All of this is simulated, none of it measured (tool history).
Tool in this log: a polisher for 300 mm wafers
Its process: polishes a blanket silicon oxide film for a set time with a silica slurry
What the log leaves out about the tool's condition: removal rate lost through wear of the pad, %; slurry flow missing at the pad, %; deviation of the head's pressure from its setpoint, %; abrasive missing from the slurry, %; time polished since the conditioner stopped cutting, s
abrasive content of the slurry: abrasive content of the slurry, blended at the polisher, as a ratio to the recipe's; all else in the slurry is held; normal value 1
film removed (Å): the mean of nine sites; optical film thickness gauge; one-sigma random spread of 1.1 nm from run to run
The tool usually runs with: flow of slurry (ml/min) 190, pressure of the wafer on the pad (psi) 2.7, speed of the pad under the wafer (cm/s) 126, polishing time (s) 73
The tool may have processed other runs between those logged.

run,hour,flow of slurry (ml/min),pressure of the wafer on the pad (psi),speed of the pad under the wafer (cm/s),abrasive content of the slurry,polishing time (s),wafers since the last listed run,wafers polished on this pad,hours since the slurry nozzle was cleaned,hours since the head pressure was calibrated,hours since the slurry blender was calibrated,hours since the conditioning disc was replaced,"incoming thickness of the incoming film, nm",film removed (Å)
1,0,190,2.7,126,1,73,0,167,47,822,103,160.6,1233.5,1445
# hour 33: conditioning disc replaced and pad reconditioned
2,33.7,190,2.7,126,1,73,195,362,80.7,855.7,136.7,0.7,1224.9,1454
# hour 92: slurry blender recalibrated
3,96.1,190,2.7,126,1,73,371,734,143.1,918.1,4.1,63.1,1246.9,1420
4,131.8,190,2.7,126,1,73,219,954,178.8,953.8,39.8,98.8,1227.2,1415
# hour 145.4: worn pad replaced by a new one
# hour 165.2: slurry nozzle cleaned
5,181.5,190,2.7,126,1,73,275,216,16.3,1003.5,89.5,148.5,1221.9,1435
# hour 240.4: conditioning disc replaced and pad reconditioned
6,252.5,190,2.7,126,1,67,424,641,87.3,1074.5,160.5,12.1,1238.7,1280
# hour 273.6: slurry blender recalibrated
# hour 345.8: worn pad replaced by a new one
# hour 390.8: slurry nozzle cleaned
7,418.9,190,2.7,126,1,67,981,443,28.1,1240.9,145.3,178.5,1251.4,1269
# hour 429: conditioning disc replaced and pad reconditioned
8,456.7,215,2.7,126,1,73,220,664,65.9,1278.7,183.1,27.7,1240.9,1419
# hour 470.4: slurry blender recalibrated
9,490.9,190,2.7,126,1,73,198,862,100.1,1312.9,20.5,61.9,1245.8,1352
10,552.2,190,2.7,126,1,73,377,1239,161.4,1374.2,81.8,123.2,1219.9,1331
# hour 564.6: worn pad replaced by a new one
11,579.2,190,2.7,126,1.3,73,141,89,188.4,1401.2,108.8,150.2,1259.1,1477
# hour 593.1: slurry nozzle cleaned
12,606.1,190,2.7,126,1,73,159,249,13,1428.1,135.7,177.1,1241.5,1356
# hour 623.5: conditioning disc replaced and pad reconditioned
13,630.6,190,2.7,126,1,56,138,387,37.5,1452.6,160.2,7.1,1245.2,1032
14,663.5,190,2.7,126,1,80,202,590,70.4,1485.5,193.1,40,1241,1454
# hour 674.9: head pressure recalibrated
# hour 686.3: slurry blender recalibrated
15,713.2,220,2.3,158,1,92,281,871,120.1,38.3,26.9,89.7,1232.7,2053
# hour 758.1: worn pad replaced by a new one
16,760.8,190,2.7,126,1,80,268,16,167.7,85.9,74.5,137.3,1248.9,1665
# hour 792: conditioning disc replaced and pad reconditioned
17,810.5,190,1.9,166,1,91,293,310,217.4,135.6,124.2,18.5,1256,1773
# hour 845.7: slurry nozzle cleaned
18,880.6,190,2.7,126,1.3,73,425,735,34.9,205.7,194.3,88.6,1239.9,1691
# hour 901.2: slurry blender recalibrated
19,951.4,190,2.7,126,1,97,423,1159,105.7,276.5,50.2,159.4,1255.4,1995
# hour 976.8: worn pad replaced by a new one
20,984.2,190,2.7,126,1,73,177,45,138.5,309.3,83,192.2,1235.6,1519

Give the tool's hidden conditions for every run:
removal rate lost through wear of the pad, %: 0 on each run
abrasive missing from the slurry, %: 0 on each run
time polished since the conditioner stopped cutting, s: 0 on each run
H1: slurry flow missing at the pad, %
H2: deviation of the head's pressure from its setpoint, %
run,H1,H2
1,7.8,-5.1
2,11.4,-5.45
3,17.9,-6.14
4,21.7,-6.55
5,3.95,-7.15
6,11.4,-8.07
7,5.38,-10.5
8,9.37,-11
9,13,-11.6
10,19.4,-12.6
11,22.3,-13.1
12,3.62,-13.6
13,6.2,-14
14,9.67,-14.6
15,14.9,1.67
16,19.9,1.63
17,25.2,1.56
18,4.45,1.42
19,11.9,1.2
20,15.4,1.09

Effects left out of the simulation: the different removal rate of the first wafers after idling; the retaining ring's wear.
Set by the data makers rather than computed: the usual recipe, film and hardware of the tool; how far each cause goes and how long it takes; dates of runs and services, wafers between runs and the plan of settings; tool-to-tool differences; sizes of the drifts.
